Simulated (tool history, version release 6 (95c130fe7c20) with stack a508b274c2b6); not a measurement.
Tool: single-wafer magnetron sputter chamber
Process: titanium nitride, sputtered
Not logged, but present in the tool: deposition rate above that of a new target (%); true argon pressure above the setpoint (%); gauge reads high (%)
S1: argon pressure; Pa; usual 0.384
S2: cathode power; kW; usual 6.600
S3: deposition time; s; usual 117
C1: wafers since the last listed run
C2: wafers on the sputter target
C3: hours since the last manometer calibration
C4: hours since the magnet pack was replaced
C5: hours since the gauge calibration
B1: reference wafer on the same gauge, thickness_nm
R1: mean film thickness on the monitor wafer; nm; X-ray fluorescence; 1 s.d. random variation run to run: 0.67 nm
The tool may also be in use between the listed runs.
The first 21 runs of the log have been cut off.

{"hour": 1639.8, "done": "gauge calibrated"}
{"run": 22, "hour": 1677.7, "S1": 0.453, "S2": 6.6, "S3": 100, "C1": 624, "C2": 1375, "C3": 282.4, "C4": 462.6, "C5": 37.9, "B1": 162.961, "R1": 116.258}
{"run": 23, "hour": 1718.6, "S1": 0.384, "S2": 6.6, "S3": 117, "C1": 647, "C2": 2022, "C3": 323.3, "C4": 503.5, "C5": 78.8, "B1": 162.946, "R1": 139.324}
{"run": 24, "hour": 1796.9, "S1": 0.517, "S2": 7.6, "S3": 139, "C1": 1238, "C2": 3261, "C3": 401.6, "C4": 581.8, "C5": 157.1, "B1": 162.794, "R1": 180.562}
{"run": 25, "hour": 1870.2, "S1": 0.271, "S2": 7.45, "S3": 117, "C1": 1159, "C2": 4421, "C3": 474.9, "C4": 655.1, "C5": 230.4, "B1": 162.949, "R1": 163.387}
{"hour": 2148.8, "done": "sputter target and shields replaced"}
{"run": 26, "hour": 2150.7, "S1": 0.384, "S2": 6.6, "S3": 117, "C1": 4311, "C2": 29, "C3": 755.4, "C4": 935.6, "C5": 510.9, "B1": 162.941, "R1": 144.042}
{"run": 27, "hour": 2199.8, "S1": 0.384, "S2": 6.6, "S3": 117, "C1": 776, "C2": 806, "C3": 804.5, "C4": 984.7, "C5": 560.0, "B1": 163.02, "R1": 140.923}
{"run": 28, "hour": 2285.7, "S1": 0.536, "S2": 6.6, "S3": 117, "C1": 1359, "C2": 2165, "C3": 890.4, "C4": 1070.6, "C5": 645.9, "B1": 162.989, "R1": 131.66}
{"run": 29, "hour": 2336.5, "S1": 0.446, "S2": 6.6, "S3": 117, "C1": 803, "C2": 2969, "C3": 941.2, "C4": 1121.4, "C5": 696.7, "B1": 162.984, "R1": 135.895}
{"run": 30, "hour": 2561.9, "S1": 0.433, "S2": 8.15, "S3": 104, "C1": 3566, "C2": 6535, "C3": 1166.6, "C4": 1346.8, "C5": 922.1, "B1": 162.813, "R1": 147.099}
{"run": 31, "hour": 2650.9, "S1": 0.283, "S2": 7.3, "S3": 96, "C1": 1408, "C2": 7944, "C3": 1255.6, "C4": 1435.8, "C5": 1011.1, "B1": 163.144, "R1": 127.398}
{"hour": 2686.3, "done": "sputter target and shields replaced"}
{"run": 32, "hour": 2741.7, "S1": 0.384, "S2": 6.6, "S3": 117, "C1": 1310, "C2": 877, "C3": 1346.4, "C4": 1526.6, "C5": 1101.9, "B1": 162.961, "R1": 143.389}
{"run": 33, "hour": 2843.1, "S1": 0.238, "S2": 7.85, "S3": 117, "C1": 1604, "C2": 2481, "C3": 1447.8, "C4": 1628.0, "C5": 1203.3, "B1": 162.989, "R1": 176.357}
{"run": 34, "hour": 2885.1, "S1": 0.494, "S2": 6.6, "S3": 139, "C1": 664, "C2": 3146, "C3": 1489.8, "C4": 1670.0, "C5": 1245.3, "B1": 162.949, "R1": 159.632}
{"run": 35, "hour": 2987.9, "S1": 0.384, "S2": 6.6, "S3": 117, "C1": 1626, "C2": 4772, "C3": 1592.6, "C4": 1772.8, "C5": 1348.1, "B1": 162.968, "R1": 138.588}

3 options for the next run, each taken on its own from the tool as it stands now. Forecast them:
{"run": "A", "hour": 2988.3, "S1": 0.384, "S2": 6.6, "S3": 117, "C1": 6, "C2": 4778, "C3": 1593.0, "C4": 1773.2, "C5": 1348.5, "B1": "?", "R1": "?"}
{"run": "B", "hour": 2988.3, "S1": 0.384, "S2": 7.55, "S3": 106, "C1": 6, "C2": 4778, "C3": 1593.0, "C4": 1773.2, "C5": 1348.5, "B1": "?", "R1": "?"}
{"run": "C", "hour": 2988.3, "S1": 0.501, "S2": 5.85, "S3": 117, "C1": 6, "C2": 4778, "C3": 1593.0, "C4": 1773.2, "C5": 1348.5, "B1": "?", "R1": "?"}

run=A B1=162.897 R1=138.644
run=B B1=162.897 R1=143.689
run=C B1=162.897 R1=117.920
Stripped of hidden state, with their random variation kept, the same runs would have yielded:
run=A R1=143.092
run=B R1=148.299
run=C R1=121.007
